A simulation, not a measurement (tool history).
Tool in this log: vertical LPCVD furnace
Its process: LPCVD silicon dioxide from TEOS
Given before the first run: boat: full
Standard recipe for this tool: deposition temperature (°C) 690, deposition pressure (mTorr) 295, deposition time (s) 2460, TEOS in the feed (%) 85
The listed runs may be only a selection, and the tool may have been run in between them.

run     day  deposition temperature (°C)  deposition pressure (mTorr)  deposition time (s)  TEOS in the feed (%)  read-back reference wafer on the same gauge, thickness  film thickness on the monitor wafer in the middle of the boat (Å)
  1       0                          690                          295                 2460                    85                                                  279.11                                                               2766
  2    1.35                          690                          295                 2100                    85                                                  278.78                                                             2362.1
  3   2.492                          690                          295                 2460                    73                                                  279.12                                                             2589.2
  4   3.971                          690                          295                 2460                    73                                                  278.97                                                             2580.2
  5   5.029                          690                          295                 3150                    93                                                  278.97                                                             3724.9
  6   5.646                          690                          295                 3150                    93                                                  279.01                                                             3727.5
  7   7.108                          690                          295                 2460                    85                                                  279.06                                                             2781.6
  8    8.35                          690                          295                 2460                    85                                                   278.5                                                             2790.5
  9   9.796                          693                          295                 2460                    85                                                  278.88                                                             2993.3
 10  10.396                          693                          295                 2460                    85                                                  278.81                                                             2998.1
 11  11.354                          690                          295                 2460                    85                                                  278.81                                                             2793.8
     11.642  -- gauge calibrated
 12  12.546                          690                          295                 2460                    97                                                   278.9                                                             2983.5
 13  13.425                          690                          295                 2460                    97                                                  278.52                                                             2972.4
 14  14.167                          690                          295                 2460                    85                                                  279.26                                                             2811.4
 15  14.746                          690                          295                 2460                    73                                                   279.2                                                               2600
 16  15.421                          690                          325                 3390                    85                                                  278.93                                                             4049.3
     16.504  -- pressure gauge zeroed
     20.325  -- thermocouples replaced and temperature profile calibrated
 17  20.346                          684                          260                 1920                    85                                                  278.91                                                             1861.5
 18  20.825                          690                          295                 2460                    97                                                  279.23                                                             3131.2
 19  21.688                          690                          360                 1560                    97                                                  279.11                                                               2191
 20  22.425                          690                          295                 2730                    85                                                  279.05                                                             3250.7
 21  23.512                          690                          235                 3450                    85                                                  278.79                                                               3685
 22  24.308                          690                          295                 2460                    85                                                  279.26                                                             2927.6
     26.358  -- thermocouples replaced and temperature profile calibrated, repeated, since the last time left the tool worse
     26.875  -- TEOS flow controller replaced
 23  28.175                          684                          245                 1890                    95                                                  279.14                                                             1677.9
 24  28.867                          690                          295                 3390                    85                                                  279.15                                                               3612

Estimate the outcome of run 25 from the log above:
 25  29.579                          690                          365                 3210                    85                                                       ?                                                                  ?

Run 25 measured read-back reference wafer on the same gauge, thickness 278.97, film thickness on the monitor wafer in the middle of the boat (Å) 3791.5.
If the tool had no hidden condition, the same run with the same run-to-run variation would have returned film thickness on the monitor wafer in the middle of the boat (Å) 3778.6.
